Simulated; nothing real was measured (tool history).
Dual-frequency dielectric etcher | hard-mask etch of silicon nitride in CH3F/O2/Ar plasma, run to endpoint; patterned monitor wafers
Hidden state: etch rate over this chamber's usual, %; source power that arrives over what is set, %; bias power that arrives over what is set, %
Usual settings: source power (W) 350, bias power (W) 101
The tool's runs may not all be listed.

| run | hour | source power (W) | bias power (W) | wafers since the last listed run | hours since the last wet clean | hours since the last source power generator calibration | hours since the last bias power generator calibration | hours since the last upper electrode change | incoming incoming film thickness, nm | endpoint time (s) |
|---|---|---|---|---|---|---|---|---|---|---|
| 1 | 0.0 | 350 | 101 | 0 | 392.7 | 1146.4 | 4178.4 | 3411.0 | 26.59 | 35.2 |
| 2 | 65.5 | 350 | 101 | 716 | 458.2 | 1211.9 | 4243.9 | 3476.5 | 26.46 | 34.9 |
| 3 | 172.6 | 290 | 96 | 1171 | 565.3 | 1319.0 | 4351.0 | 3583.6 | 26.39 | 37.9 |
|  | 206.1 | wet clean of the chamber |
| 4 | 247.0 | 290 | 96 | 551 | 40.9 | 1393.4 | 4425.4 | 3658.0 | 26.81 | 39.6 |
| 5 | 345.4 | 290 | 96 | 1076 | 139.3 | 1491.8 | 4523.8 | 3756.4 | 26.48 | 39.1 |
| 6 | 383.7 | 380 | 116 | 419 | 177.6 | 1530.1 | 4562.1 | 3794.7 | 26.58 | 32.8 |
| 7 | 464.2 | 380 | 116 | 880 | 258.1 | 1610.6 | 4642.6 | 3875.2 | 26.63 | 32.7 |
| 8 | 565.3 | 380 | 116 | 1106 | 359.2 | 1711.7 | 4743.7 | 3976.3 | 26.41 | 32.4 |
| 9 | 650.2 | 350 | 121 | 928 | 444.1 | 1796.6 | 4828.6 | 4061.2 | 26.33 | 32.6 |
| 10 | 728.2 | 350 | 101 | 853 | 522.1 | 1874.6 | 4906.6 | 4139.2 | 26.24 | 34.5 |
|  | 789.0 | wet clean of the chamber |
|  | 810.1 | upper electrode replaced |
| 11 | 810.6 | 350 | 101 | 407 | 21.6 | 1957.0 | 4989.0 | 0.5 | 26.19 | 35.7 |
|  | 971.3 | bias power generator calibrated |
| 12 | 1041.3 | 350 | 101 | 2480 | 252.3 | 2187.7 | 70.0 | 231.2 | 26.42 | 35.5 |
| 13 | 1080.8 | 350 | 101 | 432 | 291.8 | 2227.2 | 109.5 | 270.7 | 26.52 | 35.7 |
| 14 | 1160.0 | 350 | 82 | 866 | 371.0 | 2306.4 | 188.7 | 349.9 | 26.17 | 37.8 |
| 15 | 1202.8 | 350 | 82 | 468 | 413.8 | 2349.2 | 231.5 | 392.7 | 26.45 | 37.9 |
|  | 1250.7 | wet clean of the chamber |
| 16 | 1270.4 | 350 | 82 | 477 | 19.7 | 2416.8 | 299.1 | 460.3 | 26.56 | 39.3 |
| 17 | 1333.1 | 350 | 88 | 686 | 82.4 | 2479.5 | 361.8 | 523.0 | 26.73 | 38.2 |
| 18 | 1399.9 | 320 | 92 | 730 | 149.2 | 2546.3 | 428.6 | 589.8 | 26.52 | 38.4 |
| 19 | 1461.2 | 350 | 101 | 670 | 210.5 | 2607.6 | 489.9 | 651.1 | 26.96 | 36.3 |
| 20 | 1569.1 | 410 | 79 | 1180 | 318.4 | 2715.5 | 597.8 | 759.0 | 26.34 | 36.5 |
| 21 | 1635.4 | 430 | 101 | 725 | 384.7 | 2781.8 | 664.1 | 825.3 | 26.74 | 33.1 |
| 22 | 1688.0 | 310 | 87 | 575 | 437.3 | 2834.4 | 716.7 | 877.9 | 26.38 | 38.8 |
|  | 1763.6 | wet clean of the chamber |
| 23 | 1764.1 | 350 | 101 | 570 | 0.5 | 2910.5 | 792.8 | 954.0 | 26.60 | 36.5 |
| 24 | 1856.6 | 430 | 88 | 1012 | 93.0 | 3003.0 | 885.3 | 1046.5 | 26.44 | 35.2 |
| 25 | 1930.2 | 310 | 120 | 805 | 166.6 | 3076.6 | 958.9 | 1120.1 | 26.32 | 35.0 |
| 26 | 2010.6 | 350 | 122 | 879 | 247.0 | 3157.0 | 1039.3 | 1200.5 | 26.70 | 33.6 |
|  | 2034.7 | source power generator calibrated |
| 27 | 2091.4 | 350 | 101 | 840 | 327.8 | 56.7 | 1120.1 | 1281.3 | 26.70 | 35.5 |
| 28 | 2165.4 | 290 | 115 | 809 | 401.8 | 130.7 | 1194.1 | 1355.3 | 26.62 | 35.7 |
|  | 2256.9 | wet clean of the chamber |
| 29 | 2257.4 | 310 | 115 | 744 | 0.5 | 222.7 | 1286.1 | 1447.3 | 26.58 | 35.8 |
| 30 | 2293.9 | 350 | 101 | 399 | 37.0 | 259.2 | 1322.6 | 1483.8 | 26.62 | 35.7 |
| 31 | 2336.5 | 370 | 101 | 466 | 79.6 | 301.8 | 1365.2 | 1526.4 | 26.42 | 35.0 |
| 32 | 2526.0 | 350 | 101 | 2073 | 269.1 | 491.3 | 1554.7 | 1715.9 | 26.30 | 34.8 |
| 33 | 2578.3 | 350 | 101 | 572 | 321.4 | 543.6 | 1607.0 | 1768.2 | 26.36 | 34.9 |
| 34 | 2632.4 | 390 | 101 | 591 | 375.5 | 597.7 | 1661.1 | 1822.3 | 26.12 | 32.9 |

Forecast each of these 4 alternatives for the next run:
| A | 2632.8 | 350 | 101 | 4 | 375.9 | 598.1 | 1661.5 | 1822.7 | 26.31 | ? |
| B | 2632.8 | 290 | 117 | 4 | 375.9 | 598.1 | 1661.5 | 1822.7 | 26.31 | ? |
| C | 2632.8 | 310 | 126 | 4 | 375.9 | 598.1 | 1661.5 | 1822.7 | 26.31 | ? |
| D | 2632.8 | 350 | 123 | 4 | 375.9 | 598.1 | 1661.5 | 1822.7 | 26.31 | ? |

| run | endpoint time (s) |
|---|---|
| A | 34.5 |
| B | 34.9 |
| C | 33.1 |
| D | 32.0 |
Without the tool's hidden state the same runs would have given:
| run | endpoint time (s) |
|---|---|
| A | 35.4 |
| B | 35.8 |
| C | 34.0 |
| D | 32.8 |
